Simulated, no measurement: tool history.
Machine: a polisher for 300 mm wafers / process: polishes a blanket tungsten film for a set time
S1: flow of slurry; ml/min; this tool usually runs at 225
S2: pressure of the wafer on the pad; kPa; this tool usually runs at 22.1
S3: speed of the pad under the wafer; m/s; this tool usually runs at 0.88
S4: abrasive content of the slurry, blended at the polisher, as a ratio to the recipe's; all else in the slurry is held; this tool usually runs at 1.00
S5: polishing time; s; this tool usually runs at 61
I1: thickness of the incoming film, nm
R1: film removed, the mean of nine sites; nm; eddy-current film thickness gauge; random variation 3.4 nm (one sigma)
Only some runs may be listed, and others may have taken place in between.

run,hour,S1,S2,S3,S4,S5,I1,R1
1,0.0,225,22.1,0.88,1.00,61,591.3,259.4
2,97.3,225,22.1,0.88,1.00,61,595.6,249.2
3,196.3,225,22.1,0.88,1.00,61,597.5,253.3
4,276.7,225,22.1,0.88,1.05,61,605.0,249.8
5,361.0,225,22.1,0.88,1.00,61,594.3,256.2
6,429.6,225,22.1,0.88,1.00,61,610.2,255.6
7,535.6,225,27.6,0.88,1.00,77,601.7,381.2
8,625.4,225,27.6,0.88,1.00,77,603.8,376.4
9,698.2,225,16.5,0.88,1.00,74,592.3,248.3
10,749.1,175,22.1,0.70,1.00,61,596.2,198.0
11,814.8,225,22.1,0.88,1.00,61,594.8,256.0
12,903.0,225,22.1,0.88,1.00,61,596.9,253.3
13,942.8,145,22.1,0.74,1.10,43,588.2,147.9
14,989.2,225,22.1,0.88,1.00,61,595.5,254.6
15,1062.2,225,22.1,0.88,1.00,61,597.2,256.0
16,1138.9,225,18.6,0.88,0.80,61,599.7,208.8
17,1188.7,300,18.6,0.74,1.10,61,594.1,198.3

Removed from this log: 19 entries logged between the listed runs. Between which two listed runs does each belong, and how does the tool's hidden state at the listed run before it compare with that at the listed run after it?
Runs 3 to 4: slurry tank refilled with fresh slurry and peroxide (hour 218.0); slurry nozzle cleaned (hour 248.6); worn pad replaced by a new one (hour 250.4)
  nothing in the hidden state changes from one run to the other
Runs 4 to 5: slurry blender recalibrated (hour 285.3)
  nothing in the hidden state changes from one run to the other
Runs 6 to 7: slurry tank refilled with fresh slurry and peroxide (hour 452.5); worn pad replaced by a new one (hour 455.6)
  nothing in the hidden state changes from one run to the other
Runs 7 to 8: slurry nozzle cleaned (hour 564.2); slurry blender recalibrated (hour 583.0)
  nothing in the hidden state changes from one run to the other
Runs 8 to 9: slurry tank refilled with fresh slurry and peroxide (hour 662.7)
  nothing in the hidden state changes from one run to the other
Runs 9 to 10: worn pad replaced by a new one (hour 703.0)
  nothing in the hidden state changes from one run to the other
Runs 11 to 12: slurry blender recalibrated (hour 837.9); slurry nozzle cleaned (hour 857.7); slurry tank refilled with fresh slurry and peroxide (hour 870.1); head pressure recalibrated (hour 902.5)
  nothing in the hidden state changes from one run to the other
Runs 13 to 14: worn pad replaced by a new one (hour 965.7)
  nothing in the hidden state changes from one run to the other
Runs 15 to 16: slurry blender recalibrated (hour 1066.0); slurry tank refilled with fresh slurry and peroxide (hour 1076.6); slurry nozzle cleaned (hour 1125.1)
  nothing in the hidden state changes from one run to the other
Runs 16 to 17: worn pad replaced by a new one (hour 1182.9)
  nothing in the hidden state changes from one run to the other

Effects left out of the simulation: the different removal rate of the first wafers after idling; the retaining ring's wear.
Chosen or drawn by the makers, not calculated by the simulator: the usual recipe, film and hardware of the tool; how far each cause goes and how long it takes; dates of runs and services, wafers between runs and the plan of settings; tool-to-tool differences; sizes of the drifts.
